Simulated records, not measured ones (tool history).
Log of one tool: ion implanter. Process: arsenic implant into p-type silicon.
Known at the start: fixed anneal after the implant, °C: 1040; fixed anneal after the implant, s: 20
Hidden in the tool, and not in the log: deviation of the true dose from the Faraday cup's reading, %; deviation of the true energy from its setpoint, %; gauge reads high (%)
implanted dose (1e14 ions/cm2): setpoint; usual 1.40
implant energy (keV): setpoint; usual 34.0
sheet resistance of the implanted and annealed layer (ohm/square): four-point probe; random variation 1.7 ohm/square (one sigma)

run	day	implanted dose (1e14 ions/cm2)	implant energy (keV)	wafers since the last listed run	hours since the last dose calibration	hours since the extraction supply was calibrated	hours since the gauge calibration	read-back reference wafer on the same gauge, sheet resistance	sheet resistance of the implanted and annealed layer (ohm/square)
1	0.000	1.40	29.5	0	387.6	2110.5	3646.0	499.01	477.50
2	3.171	1.40	34.0	1112	463.7	2186.6	3722.1	498.90	463.72
3	6.688	1.40	34.0	1234	548.1	2271.0	3806.5	498.64	465.14
4	10.729	1.40	34.0	1418	645.1	2368.0	3903.5	498.48	468.64
5	14.400	1.63	34.0	1288	733.2	2456.1	3991.6	498.98	418.43
6	18.217	1.63	34.0	1339	824.8	2547.7	4083.2	499.67	422.95
7	22.667	1.63	34.0	1561	931.6	2654.5	4190.0	499.77	419.73
# day 24.408: gauge calibrated
8	25.525	1.13	27.0	1003	1000.2	2723.1	26.8	490.06	558.53
9	29.100	1.40	34.0	1254	1086.0	2808.9	112.6	490.15	457.96
10	31.262	1.40	34.0	758	1137.9	2860.8	164.5	491.21	456.52
# day 31.804: Faraday cup replaced and dose calibrated
11	35.650	1.40	34.0	1422	92.3	2966.1	269.8	491.09	462.02
12	39.625	1.40	40.5	1394	187.7	3061.5	365.2	491.36	446.56
13	43.783	1.40	34.0	1459	287.5	3161.3	465.0	491.78	460.47
14	45.904	1.15	23.5	744	338.4	3212.2	515.9	490.94	561.96
15	49.050	1.64	41.5	1103	413.9	3287.7	591.4	491.06	396.14
16	52.679	1.75	34.0	1273	501.0	3374.8	678.5	491.75	392.54
17	55.058	1.40	34.0	834	558.1	3431.9	735.6	491.60	456.21
18	59.075	1.17	40.0	1409	654.5	3528.3	832.0	492.64	505.52
19	63.238	1.81	23.0	1460	754.4	3628.2	931.9	492.15	407.21
20	66.725	1.63	34.0	1223	838.1	3711.9	1015.6	492.61	415.41
21	69.404	1.40	44.0	940	902.4	3776.2	1079.9	492.06	443.62
22	72.992	1.40	25.5	1258	988.5	3862.3	1166.0	493.52	482.07
23	77.200	1.17	25.0	1476	1089.5	3963.3	1267.0	493.14	550.89
# day 78.625: extraction supply calibrated
# day 82.721: Faraday cup replaced and dose calibrated
24	85.317	1.25	28.5	2614	62.3	160.6	1461.8	494.10	513.66
25	86.908	1.40	30.5	558	100.5	198.8	1500.0	493.61	468.62
26	89.362	1.24	40.0	861	159.4	257.7	1558.9	493.69	488.09
27	93.167	1.40	39.5	1334	250.7	349.0	1650.2	494.19	451.50
28	97.404	1.54	40.5	1487	352.4	450.7	1751.9	494.39	420.57
29	100.967	1.54	38.0	1250	437.9	536.2	1837.4	495.03	422.28
30	102.771	1.75	23.5	633	481.2	579.5	1880.7	493.96	417.39
31	104.950	1.40	39.5	764	533.5	631.8	1933.0	494.94	449.55
32	108.917	1.69	42.5	1391	628.7	727.0	2028.2	495.16	390.89
33	111.483	1.29	34.0	900	690.3	788.6	2089.8	495.62	494.44
34	113.704	1.40	34.0	779	743.6	841.9	2143.1	495.32	462.72
35	115.383	1.55	43.5	589	783.9	882.2	2183.4	495.85	413.63
36	118.729	1.40	34.0	1174	864.2	962.5	2263.7	495.36	461.66
37	121.667	0.99	28.5	1030	934.7	1033.0	2334.2	495.66	612.26

Forecast each of these 4 alternatives for the next run:
A	121.683	1.78	34.0	5	935.1	1033.4	2334.6	?	?
B	121.683	1.21	28.5	5	935.1	1033.4	2334.6	?	?
C	121.683	1.40	26.5	5	935.1	1033.4	2334.6	?	?
D	121.683	1.27	25.0	5	935.1	1033.4	2334.6	?	?

run	read-back reference wafer on the same gauge, sheet resistance	sheet resistance of the implanted and annealed layer (ohm/square)
A	496.21	391.72
B	496.21	530.39
C	496.21	484.36
D	496.21	524.19
Without the tool's hidden state the same runs would have given:
run	sheet resistance of the implanted and annealed layer (ohm/square)
A	387.10
B	524.13
C	478.64
D	518.00
